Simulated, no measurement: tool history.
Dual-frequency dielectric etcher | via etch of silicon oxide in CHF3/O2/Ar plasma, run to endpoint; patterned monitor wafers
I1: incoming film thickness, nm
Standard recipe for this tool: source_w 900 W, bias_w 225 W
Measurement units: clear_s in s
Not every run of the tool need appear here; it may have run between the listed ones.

{"run": 1, "hour": 0.0, "source_w": 900, "bias_w": 225, "I1": 705.7, "clear_s": 272.4}
{"run": 2, "hour": 30.5, "source_w": 900, "bias_w": 225, "I1": 709.1, "clear_s": 274.7}
{"run": 3, "hour": 44.7, "source_w": 900, "bias_w": 257, "I1": 713.4, "clear_s": 262.7}
{"run": 4, "hour": 76.5, "source_w": 900, "bias_w": 225, "I1": 713.3, "clear_s": 275.4}
{"run": 5, "hour": 96.7, "source_w": 900, "bias_w": 225, "I1": 712.8, "clear_s": 273.9}
{"run": 6, "hour": 109.7, "source_w": 900, "bias_w": 241, "I1": 711.6, "clear_s": 269.7}
{"run": 7, "hour": 124.7, "source_w": 900, "bias_w": 225, "I1": 704.4, "clear_s": 271.5}
{"run": 8, "hour": 157.1, "source_w": 900, "bias_w": 225, "I1": 716.6, "clear_s": 275.5}
{"hour": 187.9, "done": "wet clean of the chamber"}
{"run": 9, "hour": 188.4, "source_w": 900, "bias_w": 225, "I1": 705.3, "clear_s": 272.9}
{"run": 10, "hour": 205.6, "source_w": 900, "bias_w": 192, "I1": 711.8, "clear_s": 288.1}
{"run": 11, "hour": 233.4, "source_w": 900, "bias_w": 192, "I1": 703.8, "clear_s": 287.3}
{"run": 12, "hour": 267.1, "source_w": 900, "bias_w": 199, "I1": 709.7, "clear_s": 283.4}
{"run": 13, "hour": 286.2, "source_w": 900, "bias_w": 199, "I1": 718.1, "clear_s": 289.2}
{"run": 14, "hour": 318.4, "source_w": 900, "bias_w": 225, "I1": 707.3, "clear_s": 272.2}
{"run": 15, "hour": 344.2, "source_w": 900, "bias_w": 225, "I1": 708.8, "clear_s": 274.3}
{"run": 16, "hour": 359.4, "source_w": 900, "bias_w": 184, "I1": 718.9, "clear_s": 294.2}
{"run": 17, "hour": 379.6, "source_w": 900, "bias_w": 225, "I1": 710.9, "clear_s": 274}
{"run": 18, "hour": 409.9, "source_w": 680, "bias_w": 270, "I1": 708.8, "clear_s": 288.7}
{"run": 19, "hour": 445.1, "source_w": 900, "bias_w": 225, "I1": 713.1, "clear_s": 274.3}
{"run": 20, "hour": 467.1, "source_w": 700, "bias_w": 272, "I1": 715.3, "clear_s": 288.5}
{"run": 21, "hour": 500.5, "source_w": 900, "bias_w": 202, "I1": 716.4, "clear_s": 283.8}
{"hour": 518.7, "done": "source power generator calibrated"}
{"run": 22, "hour": 535.7, "source_w": 960, "bias_w": 225, "I1": 714.1, "clear_s": 267.1}
{"hour": 571.7, "done": "upper electrode replaced"}
{"run": 23, "hour": 572.2, "source_w": 750, "bias_w": 225, "I1": 712.5, "clear_s": 297}
{"run": 24, "hour": 594.4, "source_w": 750, "bias_w": 225, "I1": 715.4, "clear_s": 298.5}
{"run": 25, "hour": 626.2, "source_w": 900, "bias_w": 225, "I1": 710, "clear_s": 272.2}
{"hour": 633.0, "done": "bias power generator calibrated"}
{"hour": 668.8, "done": "wet clean of the chamber"}
{"run": 26, "hour": 669.3, "source_w": 1070, "bias_w": 257, "I1": 713.2, "clear_s": 245.8}
{"run": 27, "hour": 669.7, "source_w": 830, "bias_w": 249, "I1": 712.7, "clear_s": 275.9}
{"run": 28, "hour": 689.7, "source_w": 770, "bias_w": 180, "I1": 716.8, "clear_s": 315.2}
{"run": 29, "hour": 715.4, "source_w": 700, "bias_w": 199, "I1": 703.6, "clear_s": 313.8}
{"run": 30, "hour": 749.0, "source_w": 1040, "bias_w": 241, "I1": 703.3, "clear_s": 249.8}
{"run": 31, "hour": 783.2, "source_w": 750, "bias_w": 225, "I1": 715.9, "clear_s": 297.7}
{"run": 32, "hour": 803.5, "source_w": 750, "bias_w": 225, "I1": 711.9, "clear_s": 294.6}
{"run": 33, "hour": 896.2, "source_w": 900, "bias_w": 225, "I1": 717.6, "clear_s": 276.6}
{"run": 34, "hour": 908.6, "source_w": 1100, "bias_w": 225, "I1": 712.2, "clear_s": 252.5}
{"run": 35, "hour": 932.2, "source_w": 900, "bias_w": 268, "I1": 706.6, "clear_s": 256.8}
{"run": 36, "hour": 1025.6, "source_w": 900, "bias_w": 188, "I1": 710.1, "clear_s": 287.7}

State the hidden condition of the tool at each of the runs:
etch rate over this chamber's usual, %: 0 in every run
source power that arrives over what is set, %: 0 in every run
bias power that arrives over what is set, %: 0 in every run
